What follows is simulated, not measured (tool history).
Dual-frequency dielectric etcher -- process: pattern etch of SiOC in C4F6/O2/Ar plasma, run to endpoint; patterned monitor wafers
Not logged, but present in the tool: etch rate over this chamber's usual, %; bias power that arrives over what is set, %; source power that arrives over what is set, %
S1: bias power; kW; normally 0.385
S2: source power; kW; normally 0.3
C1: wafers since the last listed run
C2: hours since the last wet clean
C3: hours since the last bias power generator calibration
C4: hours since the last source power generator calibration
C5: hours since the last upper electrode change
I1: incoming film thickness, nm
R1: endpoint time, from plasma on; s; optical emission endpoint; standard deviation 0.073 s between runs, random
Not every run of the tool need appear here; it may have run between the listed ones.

Run 1, day 0: usual settings; C1 0; C2 452; C3 3415.2; C4 1499.4; C5 3971.6; I1 37.91. Result: R1 16.7 s.
At day 2.2: wet clean of the chamber.
Run 2, day 2.221: usual settings; C1 600; C2 0.5; C3 3468.5; C4 1552.7; C5 4024.9; I1 37.54. Result: R1 16.9 s.
Run 3, day 2.238: usual settings; C1 8; C2 0.9; C3 3468.9; C4 1553.1; C5 4025.3; I1 38. Result: R1 17 s.
Run 4, day 2.892: usual settings; C1 321; C2 16.6; C3 3484.6; C4 1568.8; C5 4041; I1 37.97. Result: R1 17.2 s.
Run 5, day 3.429: usual settings; C1 264; C2 29.5; C3 3497.5; C4 1581.7; C5 4053.9; I1 38.07. Result: R1 17.1 s.
Run 6, day 4.696: usual settings; C1 623; C2 59.9; C3 3527.9; C4 1612.1; C5 4084.3; I1 38.19. Result: R1 17.1 s.
Run 7, day 5.546: usual settings; C1 418; C2 80.3; C3 3548.3; C4 1632.5; C5 4104.7; I1 37.72. Result: R1 17 s.
Run 8, day 6.812: usual settings; C1 623; C2 110.7; C3 3578.7; C4 1662.9; C5 4135.1; I1 37.86. Result: R1 16.8 s.
Run 9, day 7.588: usual settings but S1 0.42 kW, S2 0.24 kW; C1 381; C2 129.3; C3 3597.3; C4 1681.5; C5 4153.7; I1 37.86. Result: R1 18.9 s.
Run 10, day 9.029: usual settings but S1 0.42 kW, S2 0.24 kW; C1 709; C2 163.9; C3 3631.9; C4 1716.1; C5 4188.3; I1 38.16. Result: R1 19.1 s.
Run 11, day 10.046: usual settings but S1 0.42 kW, S2 0.24 kW; C1 500; C2 188.3; C3 3656.3; C4 1740.5; C5 4212.7; I1 37.65. Result: R1 18.7 s.
At day 11.9: source power generator calibrated.
At day 14.583: upper electrode replaced, of another model than before.
Run 12, day 14.604: usual settings but S2 0.25 kW; C1 1668; C2 297.7; C3 3765.7; C4 64.9; C5 0.5; I1 37.69. Result: R1 20.6 s.
Run 13, day 14.933: usual settings but S2 0.25 kW; C1 161; C2 305.6; C3 3773.6; C4 72.8; C5 8.4; I1 37.81. Result: R1 20.6 s.
Run 14, day 16.058: usual settings but S1 0.364 kW; C1 553; C2 332.6; C3 3800.6; C4 99.8; C5 35.4; I1 38.06. Result: R1 17.4 s.
At day 16.779: bias power generator calibrated.
Run 15, day 16.896: usual settings; C1 329; C2 352.7; C3 2.8; C4 119.9; C5 55.5; I1 37.6. Result: R1 16.6 s.
Run 16, day 17.442: usual settings but S1 0.415 kW, S2 0.34 kW; C1 268; C2 365.8; C3 15.9; C4 133; C5 68.6; I1 37.96. Result: R1 14.5 s.
Run 17, day 18.55: usual settings; C1 545; C2 392.4; C3 42.5; C4 159.6; C5 95.2; I1 37.86. Result: R1 16.8 s.

What does the tool deliver on the next run?
Run 18, day 19.312: usual settings but S1 0.311 kW, S2 0.32 kW; C1 375; C2 410.7; C3 60.8; C4 177.9; C5 113.5; I1 38.13. Result: R1 ?.

{"run 18": {"R1": 17.7}}
On a tool with no hidden condition, and with the same random variation, this run would have come out at R1 18 s.
